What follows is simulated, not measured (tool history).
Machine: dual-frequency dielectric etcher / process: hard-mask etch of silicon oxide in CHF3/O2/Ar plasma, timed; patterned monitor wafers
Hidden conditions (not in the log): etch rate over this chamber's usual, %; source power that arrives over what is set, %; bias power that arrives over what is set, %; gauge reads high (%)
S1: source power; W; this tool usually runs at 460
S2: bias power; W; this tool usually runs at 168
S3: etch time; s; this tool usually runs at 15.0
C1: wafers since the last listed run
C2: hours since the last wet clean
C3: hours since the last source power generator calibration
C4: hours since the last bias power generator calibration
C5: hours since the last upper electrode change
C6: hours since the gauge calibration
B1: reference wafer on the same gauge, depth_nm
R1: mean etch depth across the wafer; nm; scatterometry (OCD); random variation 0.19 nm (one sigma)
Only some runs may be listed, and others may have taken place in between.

| run | hour | S1 | S2 | S3 | C1 | C2 | C3 | C4 | C5 | C6 | B1 | R1 |
|---|---|---|---|---|---|---|---|---|---|---|---|---|
| 1 | 0.0 | 460 | 168 | 15.0 | 0 | 449.8 | 2936.5 | 4428.9 | 1977.5 | 928.8 | 30.16 | 27.74 |
| 2 | 59.4 | 460 | 168 | 15.0 | 951 | 509.2 | 2995.9 | 4488.3 | 2036.9 | 988.2 | 30.22 | 27.44 |
|  | 172.0 | wet clean of the chamber |
| 3 | 172.5 | 460 | 168 | 15.0 | 1427 | 0.5 | 3109.0 | 4601.4 | 2150.0 | 1101.3 | 30.25 | 28.07 |
| 4 | 238.7 | 460 | 168 | 15.0 | 1060 | 66.7 | 3175.2 | 4667.6 | 2216.2 | 1167.5 | 30.21 | 28.51 |
|  | 455.5 | gauge calibrated |
|  | 472.7 | upper electrode replaced |
| 5 | 509.6 | 460 | 168 | 17.5 | 3955 | 337.6 | 3446.1 | 4938.5 | 36.9 | 54.1 | 30.25 | 32.24 |
| 6 | 572.3 | 460 | 168 | 17.5 | 1004 | 400.3 | 3508.8 | 5001.2 | 99.6 | 116.8 | 30.22 | 32.36 |
| 7 | 677.2 | 460 | 168 | 17.5 | 1680 | 505.2 | 3613.7 | 5106.1 | 204.5 | 221.7 | 30.17 | 31.96 |
|  | 723.3 | source power generator calibrated |
|  | 765.2 | wet clean of the chamber |
| 8 | 775.4 | 460 | 168 | 15.0 | 1124 | 10.2 | 52.1 | 5204.3 | 302.7 | 319.9 | 30.26 | 27.92 |
| 9 | 829.2 | 340 | 190 | 15.0 | 861 | 64.0 | 105.9 | 5258.1 | 356.5 | 373.7 | 30.24 | 24.23 |
|  | 871.8 | bias power generator calibrated |
| 10 | 924.9 | 460 | 168 | 15.0 | 1469 | 159.7 | 201.6 | 53.1 | 452.2 | 469.4 | 30.21 | 27.57 |
| 11 | 983.2 | 580 | 168 | 15.0 | 934 | 218.0 | 259.9 | 111.4 | 510.5 | 527.7 | 30.21 | 31.91 |
| 12 | 1021.1 | 460 | 209 | 19.0 | 607 | 255.9 | 297.8 | 149.3 | 548.4 | 565.6 | 30.25 | 37.80 |
| 13 | 1103.5 | 580 | 168 | 15.0 | 1320 | 338.3 | 380.2 | 231.7 | 630.8 | 648.0 | 30.16 | 31.10 |
| 14 | 1198.8 | 520 | 194 | 10.5 | 1526 | 433.6 | 475.5 | 327.0 | 726.1 | 743.3 | 30.25 | 21.82 |
|  | 1284.1 | wet clean of the chamber |
| 15 | 1284.6 | 460 | 139 | 19.5 | 990 | 0.5 | 561.3 | 412.8 | 811.9 | 829.1 | 30.13 | 34.37 |
| 16 | 1311.4 | 460 | 168 | 15.0 | 429 | 27.3 | 588.1 | 439.6 | 838.7 | 855.9 | 30.23 | 28.47 |

What differs in the tool's unlogged condition from the final listed run ahead of each entry between runs to the first listed run following it?
From run 2 to run 3: wet clean of the chamber (hour 172.0)
  etch rate over this chamber's usual, %: -2.73 -> 0.42
  difference, measured minus the result without the unlogged condition, R1: -0.77 -> +0.12 nm
From run 4 to run 5: gauge calibrated (hour 455.5); upper electrode replaced (hour 472.7)
  etch rate over this chamber's usual, %: -0.0144 -> -1.79
  difference, measured minus the result without the unlogged condition, R1: -0.01 -> -0.59 nm
From run 7 to run 8: source power generator calibrated (hour 723.3); wet clean of the chamber (hour 765.2)
  etch rate over this chamber's usual, %: -2.89 -> -0.223
  difference, measured minus the result without the unlogged condition, R1: -0.95 -> -0.06 nm
From run 9 to run 10: bias power generator calibrated (hour 871.8)
  etch rate over this chamber's usual, %: -0.576 -> -1.2
  difference, measured minus the result without the unlogged condition, R1: -0.14 -> -0.33 nm
From run 14 to run 15: wet clean of the chamber (hour 1284.1)
  etch rate over this chamber's usual, %: -3 -> 0.301
  difference, measured minus the result without the unlogged condition, R1: -0.67 -> +0.10 nm

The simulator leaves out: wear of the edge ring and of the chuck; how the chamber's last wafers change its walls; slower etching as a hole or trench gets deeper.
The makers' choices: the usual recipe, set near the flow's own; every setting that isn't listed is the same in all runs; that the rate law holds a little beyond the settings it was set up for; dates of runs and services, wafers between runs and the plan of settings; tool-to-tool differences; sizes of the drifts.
